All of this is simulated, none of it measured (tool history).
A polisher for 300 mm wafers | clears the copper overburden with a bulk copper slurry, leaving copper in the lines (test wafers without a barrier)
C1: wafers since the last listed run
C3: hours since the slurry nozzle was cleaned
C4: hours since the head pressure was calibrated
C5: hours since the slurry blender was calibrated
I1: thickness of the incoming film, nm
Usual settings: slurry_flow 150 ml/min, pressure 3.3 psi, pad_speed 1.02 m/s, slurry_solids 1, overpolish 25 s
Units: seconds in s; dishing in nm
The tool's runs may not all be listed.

{"run": 1, "hour": 0.0, "slurry_flow": 150, "pressure": 3.3, "pad_speed": 1.02, "slurry_solids": 1, "overpolish": 25, "C1": 0, "wafers polished on this pad": 784, "C3": 466.4, "C4": 288.3, "C5": 366.6, "I1": 1406, "seconds": 108.1, "dishing": 118.9}
{"hour": 5.8, "done": "worn pad replaced by a new one"}
{"run": 2, "hour": 11.7, "slurry_flow": 150, "pressure": 3.3, "pad_speed": 1.02, "slurry_solids": 1, "overpolish": 25, "C1": 67, "wafers polished on this pad": 51, "C3": 478.1, "C4": 300, "C5": 378.3, "I1": 1404.3, "seconds": 107.1, "dishing": 120.4}
{"hour": 16.0, "done": "slurry blender recalibrated"}
{"run": 3, "hour": 22.9, "slurry_flow": 150, "pressure": 3.3, "pad_speed": 1.02, "slurry_solids": 1, "overpolish": 25, "C1": 80, "wafers polished on this pad": 132, "C3": 489.3, "C4": 311.2, "C5": 6.9, "I1": 1374.1, "seconds": 105.3, "dishing": 122.9}
{"run": 4, "hour": 35.8, "slurry_flow": 150, "pressure": 3.9, "pad_speed": 1.02, "slurry_solids": 1, "overpolish": 25, "C1": 112, "wafers polished on this pad": 245, "C3": 502.2, "C4": 324.1, "C5": 19.8, "I1": 1404.4, "seconds": 92.1, "dishing": 134.8}
{"run": 5, "hour": 51.4, "slurry_flow": 150, "pressure": 3.9, "pad_speed": 1.02, "slurry_solids": 1, "overpolish": 25, "C1": 136, "wafers polished on this pad": 382, "C3": 517.8, "C4": 339.7, "C5": 35.4, "I1": 1408.2, "seconds": 90.3, "dishing": 129.3}
{"run": 6, "hour": 66.1, "slurry_flow": 150, "pressure": 3.3, "pad_speed": 1.02, "slurry_solids": 1, "overpolish": 25, "C1": 128, "wafers polished on this pad": 510, "C3": 532.5, "C4": 354.4, "C5": 50.1, "I1": 1384.8, "seconds": 108.9, "dishing": 117.9}
{"run": 7, "hour": 78.1, "slurry_flow": 150, "pressure": 3.3, "pad_speed": 1.02, "slurry_solids": 1, "overpolish": 25, "C1": 105, "wafers polished on this pad": 615, "C3": 544.5, "C4": 366.4, "C5": 62.1, "I1": 1382.7, "seconds": 108.6, "dishing": 122.1}
{"run": 8, "hour": 87.0, "slurry_flow": 150, "pressure": 3.3, "pad_speed": 1.02, "slurry_solids": 1, "overpolish": 25, "C1": 77, "wafers polished on this pad": 693, "C3": 553.4, "C4": 375.3, "C5": 71, "I1": 1391.2, "seconds": 107.8, "dishing": 120.3}
{"hour": 93.1, "done": "worn pad replaced by a new one"}
{"run": 9, "hour": 103.9, "slurry_flow": 150, "pressure": 3.3, "pad_speed": 1.02, "slurry_solids": 1, "overpolish": 33, "C1": 112, "wafers polished on this pad": 94, "C3": 570.3, "C4": 392.2, "C5": 87.9, "I1": 1401, "seconds": 107.8, "dishing": 133.1}
{"run": 10, "hour": 113.7, "slurry_flow": 150, "pressure": 2.9, "pad_speed": 1.02, "slurry_solids": 1, "overpolish": 19, "C1": 85, "wafers polished on this pad": 180, "C3": 580.1, "C4": 402, "C5": 97.7, "I1": 1367.5, "seconds": 120.7, "dishing": 96.7}
{"hour": 115.0, "done": "slurry nozzle cleaned"}
{"run": 11, "hour": 124.9, "slurry_flow": 150, "pressure": 2.6, "pad_speed": 1.02, "slurry_solids": 0.8, "overpolish": 25, "C1": 89, "wafers polished on this pad": 269, "C3": 9.9, "C4": 413.2, "C5": 108.9, "I1": 1381.5, "seconds": 156.9, "dishing": 93.7}
{"run": 12, "hour": 134.4, "slurry_flow": 150, "pressure": 3.3, "pad_speed": 1.02, "slurry_solids": 1, "overpolish": 25, "C1": 83, "wafers polished on this pad": 352, "C3": 19.4, "C4": 422.7, "C5": 118.4, "I1": 1396.6, "seconds": 118.5, "dishing": 115.3}
{"run": 13, "hour": 142.2, "slurry_flow": 150, "pressure": 3.3, "pad_speed": 1.02, "slurry_solids": 1, "overpolish": 25, "C1": 68, "wafers polished on this pad": 420, "C3": 27.2, "C4": 430.5, "C5": 126.2, "I1": 1406.8, "seconds": 120, "dishing": 113.5}
{"run": 14, "hour": 149.2, "slurry_flow": 150, "pressure": 3.3, "pad_speed": 1.02, "slurry_solids": 1, "overpolish": 25, "C1": 61, "wafers polished on this pad": 482, "C3": 34.2, "C4": 437.5, "C5": 133.2, "I1": 1412.3, "seconds": 119.9, "dishing": 115.8}
{"run": 15, "hour": 161.4, "slurry_flow": 150, "pressure": 3.3, "pad_speed": 1.22, "slurry_solids": 1, "overpolish": 25, "C1": 106, "wafers polished on this pad": 588, "C3": 46.4, "C4": 449.7, "C5": 145.4, "I1": 1397.1, "seconds": 100.7, "dishing": 122.2}
{"run": 16, "hour": 173.0, "slurry_flow": 150, "pressure": 3.3, "pad_speed": 1.02, "slurry_solids": 1, "overpolish": 25, "C1": 101, "wafers polished on this pad": 690, "C3": 58, "C4": 461.3, "C5": 157, "I1": 1374.5, "seconds": 121.3, "dishing": 116}
{"hour": 181.9, "done": "worn pad replaced by a new one"}
{"run": 17, "hour": 189.2, "slurry_flow": 150, "pressure": 3.3, "pad_speed": 1.18, "slurry_solids": 1, "overpolish": 18, "C1": 106, "wafers polished on this pad": 63, "C3": 74.2, "C4": 477.5, "C5": 173.2, "I1": 1390.3, "seconds": 106.2, "dishing": 104.1}
{"run": 18, "hour": 197.5, "slurry_flow": 165, "pressure": 2.5, "pad_speed": 1.02, "slurry_solids": 0.8, "overpolish": 25, "C1": 72, "wafers polished on this pad": 136, "C3": 82.5, "C4": 485.8, "C5": 181.5, "I1": 1401.2, "seconds": 166.4, "dishing": 92.6}
{"hour": 202.5, "done": "slurry nozzle cleaned, repeated, since the last time left the tool worse"}
{"run": 19, "hour": 212.5, "slurry_flow": 165, "pressure": 3.3, "pad_speed": 1.02, "slurry_solids": 0.85, "overpolish": 37, "C1": 122, "wafers polished on this pad": 259, "C3": 10, "C4": 500.8, "C5": 196.5, "I1": 1401, "seconds": 104.5, "dishing": 141.6}
{"hour": 215.1, "done": "head pressure recalibrated"}
{"run": 20, "hour": 223.0, "slurry_flow": 150, "pressure": 3.3, "pad_speed": 1.02, "slurry_solids": 1, "overpolish": 25, "C1": 74, "wafers polished on this pad": 333, "C3": 20.5, "C4": 7.9, "C5": 207, "I1": 1405.5, "seconds": 101, "dishing": 125.3}
{"run": 21, "hour": 237.0, "slurry_flow": 150, "pressure": 3.3, "pad_speed": 0.88, "slurry_solids": 1, "overpolish": 25, "C1": 122, "wafers polished on this pad": 456, "C3": 34.5, "C4": 21.9, "C5": 221, "I1": 1366.3, "seconds": 114.4, "dishing": 116.6}
{"run": 22, "hour": 249.3, "slurry_flow": 150, "pressure": 3.3, "pad_speed": 1.02, "slurry_solids": 1.1, "overpolish": 18, "C1": 107, "wafers polished on this pad": 563, "C3": 46.8, "C4": 34.2, "C5": 233.3, "I1": 1402, "seconds": 98.7, "dishing": 107}
{"run": 23, "hour": 258.9, "slurry_flow": 150, "pressure": 4, "pad_speed": 1.02, "slurry_solids": 1.25, "overpolish": 25, "C1": 84, "wafers polished on this pad": 647, "C3": 56.4, "C4": 43.8, "C5": 242.9, "I1": 1370.8, "seconds": 80.6, "dishing": 137.6}
{"run": 24, "hour": 266.2, "slurry_flow": 150, "pressure": 3.3, "pad_speed": 0.78, "slurry_solids": 1, "overpolish": 30, "C1": 63, "wafers polished on this pad": 711, "C3": 63.7, "C4": 51.1, "C5": 250.2, "I1": 1413, "seconds": 133, "dishing": 119.5}
{"hour": 283.5, "done": "worn pad replaced by a new one"}
{"run": 25, "hour": 284.0, "slurry_flow": 100, "pressure": 3.3, "pad_speed": 1.02, "slurry_solids": 1.15, "overpolish": 36, "C1": 120, "wafers polished on this pad": 3, "C3": 81.5, "C4": 68.9, "C5": 268, "I1": 1369.9, "seconds": 106, "dishing": 135}

The next listed run, before its measurement:
{"run": 26, "hour": 298.0, "slurry_flow": 185, "pressure": 2.8, "pad_speed": 1.02, "slurry_solids": 1, "overpolish": 25, "C1": 122, "wafers polished on this pad": 126, "C3": 95.5, "C4": 82.9, "C5": 282, "I1": 1380, "seconds": "?", "dishing": "?"}

seconds: 114.9 s
dishing: 114.8 nm
Without the tool's hidden state the same run would have given seconds 113.8 s, dishing 115.2 nm.
